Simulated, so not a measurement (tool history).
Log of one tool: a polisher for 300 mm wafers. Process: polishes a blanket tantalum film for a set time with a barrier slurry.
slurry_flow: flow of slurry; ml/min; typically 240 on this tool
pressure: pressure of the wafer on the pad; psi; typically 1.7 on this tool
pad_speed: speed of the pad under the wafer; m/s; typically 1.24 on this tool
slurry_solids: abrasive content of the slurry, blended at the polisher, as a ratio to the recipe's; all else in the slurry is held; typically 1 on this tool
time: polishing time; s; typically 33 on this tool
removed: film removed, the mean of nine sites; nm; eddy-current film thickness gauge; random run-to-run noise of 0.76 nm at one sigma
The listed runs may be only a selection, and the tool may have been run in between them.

run	hour	slurry_flow	pressure	pad_speed	slurry_solids	time	incoming thickness of the incoming film, nm	removed
1	0	175	1.4	1.24	1	33	230.3	49.9
2	33.1	240	1.7	1.24	1	33	227.5	57.2
3	50.7	240	1.7	1.24	1	33	229.2	57.3
4	66	240	1.7	1.24	1	33	230.8	57.1
5	79	240	1.7	1.24	1	33	228	56.8
6	95.8	240	2.1	1.24	1	33	228.4	65.7
7	115.1	240	2.3	1.24	1	33	230.2	68.2
8	129.7	240	1.7	0.98	1	22	232.6	31.9
# hour 138: worn pad replaced by a new one
9	153.9	240	1.7	1.24	1	33	228.6	55.8
# hour 175.6: head pressure recalibrated
10	177.5	240	1.7	0.82	0.9	33	229.6	42
11	202	240	2.2	1.24	1	33	230.4	66
12	234.2	220	1.7	1.24	1	33	231.1	56
13	264.1	320	1.9	1.44	1	33	229.6	70.8
14	298.5	240	1.7	1.24	1	33	226.9	56.4
# hour 302.1: slurry blender recalibrated
15	324.7	240	1.7	1.24	1	33	231.2	56
16	354.2	300	1.7	1.24	1	25	227.2	43.1
17	369.8	240	1.5	1.24	1	39	226.7	60.9
# hour 378.1: worn pad replaced by a new one
18	401.1	240	1.7	1.24	1	33	226.4	54.6
19	428	265	1.9	1.24	1	28	230.7	49.9
20	455.2	240	1.7	1.24	1	33	227.9	54.4
21	488.5	200	1.2	1.02	1.3	33	230.5	40
22	519.8	240	1.7	0.84	1	33	233	40.8
23	544.3	240	2	0.94	1.1	33	224.6	50.6
24	564.7	240	1.7	1.24	1	33	231.1	52.6
# hour 574: worn pad replaced by a new one
25	588.6	195	1.7	1.02	1	26	231.3	34.3
26	607.9	240	1.7	1.24	1	33	230.9	53.2
27	642.2	300	1.9	1.24	0.7	43	226.9	68.5
# hour 657.4: slurry nozzle cleaned
28	665	210	1.7	1.24	1	33	229.2	58.3
29	693.2	170	1.7	1.24	1	33	228.3	54.7

Consider 5 possible next runs. They are alternatives, not a sequence: every one starts from the tool as it was left by run 29. What does each give?
A	693.6	320	1.7	1.24	1	33	226.7	?
B	693.6	240	1.7	1.24	0.8	26	226.7	?
C	693.6	240	1.4	1.24	0.9	33	226.7	?
D	693.6	180	1.2	1.24	0.85	33	226.7	?
E	693.6	240	1.7	1.24	0.7	33	226.7	?

run	removed
A	60
B	42.9
C	50.1
D	43.2
E	52.1
The same runs, with their run-to-run variation unchanged, on a tool lacking any hidden condition would have given:
run	removed
A	60.4
B	43.2
C	50.5
D	43.7
E	52.5
